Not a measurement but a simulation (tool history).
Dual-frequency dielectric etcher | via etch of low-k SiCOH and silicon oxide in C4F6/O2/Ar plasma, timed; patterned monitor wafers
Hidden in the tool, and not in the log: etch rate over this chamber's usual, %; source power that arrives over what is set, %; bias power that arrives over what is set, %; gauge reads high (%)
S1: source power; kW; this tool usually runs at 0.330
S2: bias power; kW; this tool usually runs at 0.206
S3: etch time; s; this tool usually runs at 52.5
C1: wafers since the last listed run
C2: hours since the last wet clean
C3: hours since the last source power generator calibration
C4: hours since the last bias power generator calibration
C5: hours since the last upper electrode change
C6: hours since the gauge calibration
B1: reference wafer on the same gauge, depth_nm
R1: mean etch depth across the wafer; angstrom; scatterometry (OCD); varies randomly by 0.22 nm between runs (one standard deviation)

run   hour     S1     S2    S3   C1     C2      C3      C4      C5     C6     B1    R1
  1    0.0  0.370  0.206  52.5    0  337.1  1746.0  1628.1  4014.6   74.4  146.0  1518
  2   17.3  0.370  0.206  52.5  184  354.4  1763.3  1645.4  4031.9   91.7  146.0  1511
  3   24.0  0.330  0.206  52.5   71  361.1  1770.0  1652.1  4038.6   98.4  146.0  1446
  4   35.5  0.330  0.206  52.5  122  372.6  1781.5  1663.6  4050.1  109.9  145.9  1448
  5   43.1  0.330  0.172  56.5   81  380.2  1789.1  1671.2  4057.7  117.5  146.0  1455
  6   55.1  0.300  0.167  52.5  128  392.2  1801.1  1683.2  4069.7  129.5  146.0  1286
      62.5  -- gauge calibrated
      83.1  -- wet clean of the chamber
      93.2  -- upper electrode replaced
  7   93.7  0.300  0.167  52.5   48   10.6  1839.7  1721.8     0.5   31.2  146.0  1336
  8   94.0  0.330  0.206  52.5    3   10.9  1840.0  1722.1     0.8   31.5  145.9  1495
  9   94.3  0.330  0.206  52.5    3   11.2  1840.3  1722.4     1.1   31.8  146.0  1498
 10  100.3  0.300  0.167  52.5   64   17.2  1846.3  1728.4     7.1   37.8  146.0  1336
     116.7  -- bias power generator calibrated
     125.7  -- source power generator calibrated
 11  133.3  0.300  0.156  39.5  267   50.2     7.6    16.6    40.1   70.8  146.0   978
 12  141.2  0.310  0.176  68.5   84   58.1    15.5    24.5    48.0   78.7  145.9  1792
 13  157.1  0.330  0.206  52.5  169   74.0    31.4    40.4    63.9   94.6  146.0  1488
 14  163.4  0.330  0.206  52.5   67   80.3    37.7    46.7    70.2  100.9  146.0  1486
     172.5  -- gauge calibrated
 15  173.7  0.380  0.206  52.5  110   90.6    48.0    57.0    80.5    1.2  146.0  1571
 16  206.9  0.330  0.206  46.0  354  123.8    81.2    90.2   113.7   34.4  145.9  1296
 17  218.8  0.250  0.227  38.0  127  135.7    93.1   102.1   125.6   46.3  145.9   992
 18  231.1  0.330  0.206  42.5  131  148.0   105.4   114.4   137.9   58.6  146.0  1201

Run-by-run hidden state of the tool:
source power that arrives over what is set, %: 0 at every run
bias power that arrives over what is set, %: 0 at every run
gauge reads high (%): 0 at every run
H1: etch rate over this chamber's usual, %
run      H1
  1   -2.72
  2   -2.87
  3   -2.93
  4   -3.03
  5    -3.1
  6   -3.21
  7   0.458
  8   0.455
  9   0.452
 10   0.399
 11   0.105
 12  0.0352
 13  -0.106
 14  -0.162
 15  -0.254
 16  -0.549
 17  -0.655
 18  -0.764

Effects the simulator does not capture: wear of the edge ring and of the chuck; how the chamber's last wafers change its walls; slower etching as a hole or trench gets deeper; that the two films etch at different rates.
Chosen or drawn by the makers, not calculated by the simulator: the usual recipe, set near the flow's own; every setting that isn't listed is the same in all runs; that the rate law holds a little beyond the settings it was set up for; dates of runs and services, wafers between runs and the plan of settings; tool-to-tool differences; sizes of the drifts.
